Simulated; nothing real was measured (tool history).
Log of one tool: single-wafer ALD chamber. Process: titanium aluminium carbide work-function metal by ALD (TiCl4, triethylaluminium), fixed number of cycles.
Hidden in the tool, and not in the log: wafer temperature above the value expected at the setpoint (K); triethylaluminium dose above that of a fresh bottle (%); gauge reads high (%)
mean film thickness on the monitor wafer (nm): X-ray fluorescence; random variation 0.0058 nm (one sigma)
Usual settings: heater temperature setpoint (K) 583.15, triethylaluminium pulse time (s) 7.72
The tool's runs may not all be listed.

run,hour,heater temperature setpoint (K),triethylaluminium pulse time (s),wafers since the last listed run,hours since the last thermocouple change,hours since the last triethylaluminium bottle change,hours since the showerhead was replaced,hours since the gauge calibration,"read-back reference wafer on the same gauge, thickness_nm",mean film thickness on the monitor wafer (nm)
1,0.0,583.15,7.72,0,1255.9,961.0,3877.5,3393.0,2.169,1.832
2,96.9,583.15,7.72,1863,1352.8,1057.9,3974.4,3489.9,2.170,1.819
3,132.9,583.15,7.72,692,1388.8,1093.9,4010.4,3525.9,2.170,1.823
# hour 168.5: thermocouple changed; heater temperature recalibrated
# hour 176.9: triethylaluminium bottle replaced
4,189.7,583.15,7.72,784,21.2,12.8,4067.2,3582.7,2.169,1.929
5,262.9,574.15,5.48,1407,94.4,86.0,4140.4,3655.9,2.169,1.714
6,364.7,583.15,9.83,1957,196.2,187.8,4242.2,3757.7,2.170,1.994
7,449.7,583.15,7.72,1634,281.2,272.8,4327.2,3842.7,2.170,1.914
# hour 539.2: gauge calibrated
8,722.1,583.15,7.72,5237,553.6,545.2,4599.6,182.9,2.171,1.908
9,782.4,575.15,9.14,1159,613.9,605.5,4659.9,243.2,2.169,1.883
10,872.8,583.15,7.72,1738,704.3,695.9,4750.3,333.6,2.170,1.891
11,950.8,583.15,7.72,1499,782.3,773.9,4828.3,411.6,2.170,1.880
12,994.0,590.15,7.72,830,825.5,817.1,4871.5,454.8,2.169,1.947
# hour 1060.2: showerhead replaced
13,1094.8,569.15,7.72,1784,926.3,917.9,34.6,555.6,2.169,1.742
14,1162.8,583.15,9.62,1307,994.3,985.9,102.6,623.6,2.170,1.931
15,1232.8,598.15,10.10,1346,1064.3,1055.9,172.6,693.6,2.169,2.084
16,1310.6,569.15,7.72,1495,1142.1,1133.7,250.4,771.4,2.170,1.706
# hour 1325.9: triethylaluminium bottle replaced
17,1361.0,593.15,10.70,815,1192.5,35.1,300.8,821.8,2.171,2.060
18,1409.3,583.15,7.72,928,1240.8,83.4,349.1,870.1,2.169,1.882
19,1456.8,583.15,7.72,913,1288.3,130.9,396.6,917.6,2.171,1.882
20,1553.4,590.15,9.36,1857,1384.9,227.5,493.2,1014.2,2.170,2.006
21,1593.3,573.15,7.72,767,1424.8,267.4,533.1,1054.1,2.170,1.778
# hour 1624.7: thermocouple changed; heater temperature recalibrated
22,1693.9,583.15,7.72,1780,69.2,368.0,633.7,1154.7,2.170,1.929
23,1759.2,583.15,7.72,1255,134.5,433.3,699.0,1220.0,2.170,1.921
24,1807.7,596.15,6.59,932,183.0,481.8,747.5,1268.5,2.170,1.978
25,1908.2,570.15,7.72,1932,283.5,582.3,848.0,1369.0,2.171,1.793
26,1989.0,574.15,7.72,1553,364.3,663.1,928.8,1449.8,2.169,1.830
27,2037.7,571.15,8.55,936,413.0,711.8,977.5,1498.5,2.169,1.829
28,2091.3,591.15,4.89,1030,466.6,765.4,1031.1,1552.1,2.171,1.762
29,2267.8,583.15,7.72,3393,643.1,941.9,1207.6,1728.6,2.169,1.874
# hour 2309.3: triethylaluminium bottle replaced
30,2373.0,595.15,7.72,1869,748.3,63.7,1312.8,1833.8,2.170,2.020
31,2467.9,583.15,10.37,1824,843.2,158.6,1407.7,1928.7,2.169,1.980
32,2539.1,574.15,6.90,1369,914.4,229.8,1478.9,1999.9,2.170,1.782
33,2609.1,589.15,10.42,1346,984.4,299.8,1548.9,2069.9,2.171,2.034

Forecast each of these 3 alternatives for the next run:
A,2609.5,583.15,7.72,7,984.8,300.2,1549.3,2070.3,?,?
B,2609.5,590.15,5.75,7,984.8,300.2,1549.3,2070.3,?,?
C,2609.5,598.15,7.72,7,984.8,300.2,1549.3,2070.3,?,?

run,"read-back reference wafer on the same gauge, thickness_nm",mean film thickness on the monitor wafer (nm)
A,2.170,1.896
B,2.170,1.838
C,2.170,2.034
Without the tool's hidden state the same runs would have given:
run,mean film thickness on the monitor wafer (nm)
A,1.927
B,1.872
C,2.066
